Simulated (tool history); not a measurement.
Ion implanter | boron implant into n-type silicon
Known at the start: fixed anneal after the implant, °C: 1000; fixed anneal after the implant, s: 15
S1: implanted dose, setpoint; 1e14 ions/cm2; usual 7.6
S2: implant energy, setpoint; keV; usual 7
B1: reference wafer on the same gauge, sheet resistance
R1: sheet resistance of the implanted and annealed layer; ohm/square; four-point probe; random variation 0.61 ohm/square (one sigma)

run	day	S1	S2	B1	R1
1	0	7.6	8	157	173.8
2	2.2	7.6	7	156.94	178.06
3	3.675	7.6	7	157.16	178.64
4	5.029	7.6	7	157.02	177.79
5	6.083	8.81	7	157.01	163.68
6	8.667	8.81	7	156.95	164.58
# day 9.912: gauge calibrated
# day 10.096: extraction supply calibrated
7	10.117	9.05	7	156.94	159.4
# day 12.3: Faraday cup replaced and dose calibrated
8	12.617	9.05	7	157.05	157.9
9	14.821	6.83	6	157.1	193.99
10	16.904	5.32	8	156.98	222.91
11	19.033	6.26	5	156.94	218.29
12	20.608	8.5	9	157.08	154.68
13	21.754	6.12	4.5	156.99	230.5
14	24.283	7.6	7	156.95	176.89
15	29.904	5.98	6.5	156.96	213.95
16	31.312	8.78	6.5	157	166.46

5 ways to go on from here, each from the tool as it stands after run 16. What would each give?
A	31.329	5.47	7	?	?
B	31.329	5.85	7	?	?
C	31.329	6.62	9	?	?
D	31.329	6.13	9	?	?
E	31.329	6.8	9	?	?

run	B1	R1
A	157.08	226.03
B	157.08	214.38
C	157.08	188.24
D	157.08	199.95
E	157.08	184.39
Without the tool's hidden state the same runs would have given:
run	R1
A	217.89
B	206.91
C	181.67
D	192.77
E	178.03
